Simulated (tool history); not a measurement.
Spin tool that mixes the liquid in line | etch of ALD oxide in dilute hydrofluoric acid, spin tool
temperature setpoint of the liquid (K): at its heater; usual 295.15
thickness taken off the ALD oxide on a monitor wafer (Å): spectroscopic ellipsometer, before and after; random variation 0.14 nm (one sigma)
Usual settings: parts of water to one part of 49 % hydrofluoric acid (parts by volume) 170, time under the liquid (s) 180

run	hour	temperature setpoint of the liquid (K)	parts of water to one part of 49 % hydrofluoric acid (parts by volume)	time under the liquid (s)	wafers since the last listed run	hours since the thermometer was replaced	hours since the hydrofluoric acid flow meter was replaced	hours since the gauge calibration	read-back film thickness of the ALD oxide reference wafer, read on the same gauge (nm)	thickness taken off the ALD oxide on a monitor wafer (Å)
1	0	295.15	140	180	0	2658.8	384.6	37.6	69.98	201.8
2	10.8	295.15	140	180	71	2669.6	395.4	48.4	70.03	199.4
3	19.5	295.15	170	180	57	2678.3	404.1	57.1	70.03	161
4	27.4	295.15	170	180	52	2686.2	412	65	70	158.6
5	41.4	295.15	170	180	92	2700.2	426	79	70	160.2
6	87.3	295.15	170	180	304	2746.1	471.9	124.9	70.03	156.9
7	104	295.15	170	180	110	2762.8	488.6	141.6	70.02	154.7
8	114.3	295.15	170	180	68	2773.1	498.9	151.9	70.05	153.5
9	124.1	296.15	170	180	64	2782.9	508.7	161.7	70	158.6
10	135.4	296.15	170	180	74	2794.2	520	173	69.96	160.4
# hour 136.5: thermometer replaced
11	151.2	295.15	170	180	98	14.7	535.8	188.8	70	155.6
# hour 153: hydrofluoric acid flow meter replaced
12	166	295.15	170	180	91	29.5	13	203.6	70.05	179.9
13	176.7	295.15	170	180	70	40.2	23.7	214.3	70	178.4
14	187	295.15	125	180	68	50.5	34	224.6	70	255.5
15	200.5	295.15	170	180	89	64	47.5	238.1	69.98	178.2
16	218.3	298.65	170	110	117	81.8	65.3	255.9	69.95	122.4
17	230.1	298.65	170	110	78	93.6	77.1	267.7	70.03	122
18	248.1	295.15	225	180	119	111.6	95.1	285.7	70.01	125.7
19	260.7	292.65	85	80	83	124.2	107.7	298.3	69.98	155.5
20	269.2	295.15	170	180	56	132.7	116.2	306.8	70	174.6
21	276.3	295.15	130	230	47	139.8	123.3	313.9	70.01	301.2
22	285.4	298.65	90	180	60	148.9	132.4	323	70.01	409.2
23	293.9	295.15	140	210	56	157.4	140.9	331.5	69.98	256.6
24	307.7	298.65	85	95	91	171.2	154.7	345.3	69.94	232.3
# hour 307.8: gauge calibrated
25	318.2	295.15	170	260	69	181.7	165.2	10.4	70	249.9
26	331.2	293.15	145	210	86	194.7	178.2	23.4	70.01	222.7
27	340	295.15	245	270	58	203.5	187	32.2	69.99	166.6
28	351.6	299.15	170	75	76	215.1	198.6	43.8	70	83.8
29	362.8	291.15	125	270	74	226.3	209.8	55	70.03	315.7
30	370.1	295.15	130	230	48	233.6	217.1	62.3	70.02	297.7
31	378.3	295.15	170	180	54	241.8	225.3	70.5	69.99	169.8
32	387.3	295.15	170	215	59	250.8	234.3	79.5	70.01	203.6
33	393.4	293.15	170	145	40	256.9	240.4	85.6	70.01	126
34	400.3	290.15	200	90	45	263.8	247.3	92.5	70.01	57.8
35	413.4	295.15	170	180	86	276.9	260.4	105.6	70.04	171

The tool's hidden state at each run:
liquid hotter than its thermometer reads (K): 0 in every run
gauge reads high (%): 0 in every run
H1: hydrofluoric acid flow below the setpoint (%)
run	H1
1	9.46
2	9.67
3	9.84
4	10
5	10.3
6	11.2
7	11.5
8	11.7
9	11.9
10	12.1
11	12.4
12	0.461
13	0.67
14	0.871
15	1.13
16	1.48
17	1.71
18	2.06
19	2.31
20	2.47
21	2.61
22	2.79
23	2.95
24	3.22
25	3.43
26	3.68
27	3.85
28	4.08
29	4.3
30	4.44
31	4.6
32	4.77
33	4.89
34	5.03
35	5.28
